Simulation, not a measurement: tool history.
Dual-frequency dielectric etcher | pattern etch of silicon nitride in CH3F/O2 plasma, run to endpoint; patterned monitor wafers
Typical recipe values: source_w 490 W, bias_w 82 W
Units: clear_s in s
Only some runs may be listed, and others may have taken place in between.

| run | hour | source_w | bias_w | wafers since the last listed run | hours since the last wet clean | hours since the last source power generator calibration | hours since the last bias power generator calibration | hours since the last upper electrode change | incoming incoming film thickness, nm | clear_s |
|---|---|---|---|---|---|---|---|---|---|---|
| 1 | 0 | 490 | 82 | 0 | 262.6 | 1800.6 | 3848.1 | 2678 | 57.2 | 62 |
| 2 | 16.1 | 490 | 82 | 83 | 278.7 | 1816.7 | 3864.2 | 2694.1 | 57.5 | 62 |
| 3 | 29 | 490 | 82 | 66 | 291.6 | 1829.6 | 3877.1 | 2707 | 57.9 | 62.4 |
| 4 | 45.8 | 490 | 68 | 86 | 308.4 | 1846.4 | 3893.9 | 2723.8 | 57.2 | 65 |
| 5 | 59.8 | 490 | 68 | 72 | 322.4 | 1860.4 | 3907.9 | 2737.8 | 58.2 | 65.9 |
| 6 | 66.2 | 490 | 68 | 33 | 328.8 | 1866.8 | 3914.3 | 2744.2 | 56.9 | 64.7 |
| 7 | 83.9 | 490 | 82 | 91 | 346.5 | 1884.5 | 3932 | 2761.9 | 57.5 | 61.1 |
| 8 | 95.9 | 490 | 82 | 62 | 358.5 | 1896.5 | 3944 | 2773.9 | 56.6 | 61.5 |
| 9 | 108.6 | 490 | 82 | 65 | 371.2 | 1909.2 | 3956.7 | 2786.6 | 58.2 | 63.1 |
| 10 | 118.4 | 490 | 82 | 50 | 381 | 1919 | 3966.5 | 2796.4 | 57.8 | 62.2 |
| 11 | 134.9 | 490 | 82 | 85 | 397.5 | 1935.5 | 3983 | 2812.9 | 57.4 | 61.8 |
| 12 | 148.2 | 490 | 82 | 68 | 410.8 | 1948.8 | 3996.3 | 2826.2 | 57.5 | 63 |
| 13 | 165 | 490 | 82 | 86 | 427.6 | 1965.6 | 4013.1 | 2843 | 57.6 | 63.4 |
| 14 | 181.4 | 490 | 82 | 84 | 444 | 1982 | 4029.5 | 2859.4 | 57.1 | 62.8 |
|  | 189.5 | bias power generator calibrated |
| 15 | 191.4 | 580 | 93 | 31 | 454 | 1992 | 1.9 | 2869.4 | 57.5 | 56.7 |
| 16 | 208.3 | 490 | 82 | 87 | 470.9 | 2008.9 | 18.8 | 2886.3 | 57.2 | 63.3 |
|  | 226.1 | source power generator calibrated |
|  | 239.9 | wet clean of the chamber |
|  | 252.7 | upper electrode replaced |
| 17 | 253.2 | 390 | 98 | 73 | 13.3 | 27.1 | 63.7 | 0.5 | 57.1 | 57 |
| 18 | 253.6 | 410 | 74 | 2 | 13.7 | 27.5 | 64.1 | 0.9 | 57.5 | 61.9 |
| 19 | 254.8 | 490 | 82 | 6 | 14.9 | 28.7 | 65.3 | 2.1 | 57.3 | 56.8 |
|  | 303.7 | wet clean of the chamber, repeated, since the last time left the tool worse |
| 20 | 304.2 | 490 | 82 | 131 | 0.5 | 78.1 | 114.7 | 51.5 | 57.8 | 61.5 |
| 21 | 311.5 | 490 | 82 | 37 | 7.8 | 85.4 | 122 | 58.8 | 57.5 | 60.9 |
| 22 | 320 | 450 | 88 | 43 | 16.3 | 93.9 | 130.5 | 67.3 | 57.5 | 61.1 |
| 23 | 331.7 | 530 | 95 | 60 | 28 | 105.6 | 142.2 | 79 | 57.3 | 56.6 |
| 24 | 346.6 | 450 | 88 | 77 | 42.9 | 120.5 | 157.1 | 93.9 | 57.1 | 60.2 |
| 25 | 363.1 | 550 | 82 | 85 | 59.4 | 137 | 173.6 | 110.4 | 57.1 | 58.9 |
| 26 | 377.5 | 490 | 65 | 74 | 73.8 | 151.4 | 188 | 124.8 | 57.9 | 66.6 |
| 27 | 395.2 | 490 | 82 | 91 | 91.5 | 169.1 | 205.7 | 142.5 | 57.6 | 61.9 |
| 28 | 402.7 | 570 | 74 | 38 | 99 | 176.6 | 213.2 | 150 | 57.1 | 60.2 |
| 29 | 415.1 | 490 | 90 | 64 | 111.4 | 189 | 225.6 | 162.4 | 57.2 | 59.5 |
| 30 | 428.2 | 490 | 94 | 67 | 124.5 | 202.1 | 238.7 | 175.5 | 57.2 | 59 |
| 31 | 438.8 | 590 | 90 | 54 | 135.1 | 212.7 | 249.3 | 186.1 | 57.3 | 56.3 |

5 options for the next run, each taken on its own from the tool as it stands now. Forecast them:
| A | 439.3 | 490 | 82 | 2 | 135.6 | 213.2 | 249.8 | 186.6 | 56.9 | ? |
| B | 439.3 | 560 | 72 | 2 | 135.6 | 213.2 | 249.8 | 186.6 | 56.9 | ? |
| C | 439.3 | 390 | 82 | 2 | 135.6 | 213.2 | 249.8 | 186.6 | 56.9 | ? |
| D | 439.3 | 400 | 70 | 2 | 135.6 | 213.2 | 249.8 | 186.6 | 56.9 | ? |
| E | 439.3 | 380 | 66 | 2 | 135.6 | 213.2 | 249.8 | 186.6 | 56.9 | ? |

| run | clear_s |
|---|---|
| A | 60.5 |
| B | 60.7 |
| C | 64.2 |
| D | 67 |
| E | 69.1 |
Take away the tool's hidden state, keep each run's random variation, and the runs would have read:
| run | clear_s |
|---|---|
| A | 59.7 |
| B | 59.9 |
| C | 63.4 |
| D | 66.2 |
| E | 68.2 |

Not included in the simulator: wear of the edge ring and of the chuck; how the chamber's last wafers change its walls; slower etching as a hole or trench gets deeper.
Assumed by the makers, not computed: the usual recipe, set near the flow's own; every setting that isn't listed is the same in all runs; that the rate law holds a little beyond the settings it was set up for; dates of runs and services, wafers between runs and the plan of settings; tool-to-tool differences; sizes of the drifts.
